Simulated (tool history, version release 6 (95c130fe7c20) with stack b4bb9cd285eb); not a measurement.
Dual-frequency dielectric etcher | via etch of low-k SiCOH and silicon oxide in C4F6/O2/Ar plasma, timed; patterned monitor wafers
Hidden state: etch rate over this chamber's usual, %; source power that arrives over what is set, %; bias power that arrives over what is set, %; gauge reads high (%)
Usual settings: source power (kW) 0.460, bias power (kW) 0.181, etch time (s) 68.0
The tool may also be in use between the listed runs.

run,day,source power (kW),bias power (kW),etch time (s),wafers since the last listed run,hours since the last wet clean,hours since the last source power generator calibration,hours since the last bias power generator calibration,hours since the last upper electrode change,hours since the gauge calibration,"read-back reference wafer on the same gauge, depth_nm",mean etch depth across the wafer (nm)
1,0.000,0.460,0.181,68.0,0,15.2,3925.2,3670.9,5522.7,790.7,184.8,180.1
2,3.221,0.460,0.181,68.0,605,92.5,4002.5,3748.2,5600.0,868.0,184.0,179.5
3,6.271,0.430,0.181,68.0,573,165.7,4075.7,3821.4,5673.2,941.2,184.3,177.1
4,8.183,0.430,0.181,68.0,359,211.6,4121.6,3867.3,5719.1,987.1,183.9,176.8
5,11.462,0.420,0.181,68.0,616,290.3,4200.3,3946.0,5797.8,1065.8,184.0,176.8
# day 18.225: upper electrode replaced
6,21.183,0.460,0.181,68.0,1640,523.6,4433.6,4179.3,71.0,1299.1,183.8,182.7
# day 23.388: wet clean of the chamber
7,24.450,0.460,0.181,68.0,426,25.5,4512.0,4257.7,149.4,1377.5,184.3,182.6
8,28.396,0.460,0.181,68.0,742,120.2,4606.7,4352.4,244.1,1472.2,184.0,182.6
9,32.800,0.530,0.181,68.0,828,225.9,4712.4,4458.1,349.8,1577.9,183.5,189.6
10,39.258,0.460,0.170,50.0,1214,380.9,4867.4,4613.1,504.8,1732.9,183.7,133.5
11,40.971,0.460,0.144,68.0,322,422.0,4908.5,4654.2,545.9,1774.0,184.0,174.5
# day 43.504: source power generator calibrated
12,44.675,0.460,0.206,68.0,665,510.9,28.1,4743.1,634.8,1862.9,184.0,186.8
13,48.467,0.370,0.149,68.0,713,601.9,119.1,4834.1,725.8,1953.9,183.6,166.3
# day 50.679: wet clean of the chamber
14,52.054,0.380,0.161,68.0,486,33.0,205.2,4920.2,811.9,2040.0,183.9,169.7
# day 55.454: bias power generator calibrated
15,65.454,0.460,0.181,51.5,2488,354.6,526.8,240.0,1133.5,2361.6,184.1,138.9
16,69.012,0.550,0.215,83.0,669,440.0,612.2,325.4,1218.9,2447.0,183.7,240.6
17,72.067,0.540,0.161,81.0,574,513.3,685.5,398.7,1292.2,2520.3,183.9,219.5
# day 74.988: wet clean of the chamber
18,75.471,0.560,0.218,77.0,452,11.6,767.2,480.4,1373.9,2602.0,184.0,229.7
19,78.304,0.460,0.203,68.0,532,79.6,835.2,548.4,1441.9,2670.0,184.4,187.5
# day 78.454: gauge calibrated
20,80.342,0.570,0.197,61.5,383,128.5,884.1,597.3,1490.8,45.3,183.5,177.5
21,82.271,0.460,0.181,88.5,362,174.8,930.4,643.6,1537.1,91.6,183.9,237.6
22,85.938,0.460,0.181,68.0,689,262.8,1018.4,731.6,1625.1,179.6,184.0,180.0
23,95.083,0.530,0.181,88.0,1720,482.3,1237.9,951.1,1844.6,399.1,183.8,244.9
24,97.708,0.460,0.181,68.0,493,545.3,1300.9,1014.1,1907.6,462.1,184.1,182.8
# day 98.792: wet clean of the chamber
25,101.004,0.460,0.214,68.0,431,53.1,1380.0,1093.2,1986.7,541.2,184.2,188.8
26,102.896,0.410,0.155,68.0,355,98.5,1425.4,1138.6,2032.1,586.6,183.8,171.2
27,106.608,0.540,0.222,57.5,698,187.6,1514.5,1227.7,2121.2,675.7,183.6,167.8
28,110.829,0.350,0.154,57.0,793,288.9,1615.8,1329.0,2222.5,777.0,184.3,137.2
29,112.800,0.460,0.181,68.0,370,336.2,1663.1,1376.3,2269.8,824.3,184.1,181.8

Describe how what the log doesn't record of the tool's condition differs between the last listed run preceding each entry between runs and the first listed run following it.
Between runs 5 and 6: upper electrode replaced (day 18.225)
  no difference in the tool's unlogged condition between these two runs
Between runs 6 and 7: wet clean of the chamber (day 23.388)
  no difference in the tool's unlogged condition between these two runs
Between runs 11 and 12: source power generator calibrated (day 43.504)
  no difference in the tool's unlogged condition between these two runs
Between runs 13 and 14: wet clean of the chamber (day 50.679)
  no difference in the tool's unlogged condition between these two runs
Between runs 14 and 15: bias power generator calibrated (day 55.454)
  no difference in the tool's unlogged condition between these two runs
Between runs 17 and 18: wet clean of the chamber (day 74.988)
  no difference in the tool's unlogged condition between these two runs
Between runs 19 and 20: gauge calibrated (day 78.454)
  no difference in the tool's unlogged condition between these two runs
Between runs 24 and 25: wet clean of the chamber (day 98.792)
  no difference in the tool's unlogged condition between these two runs
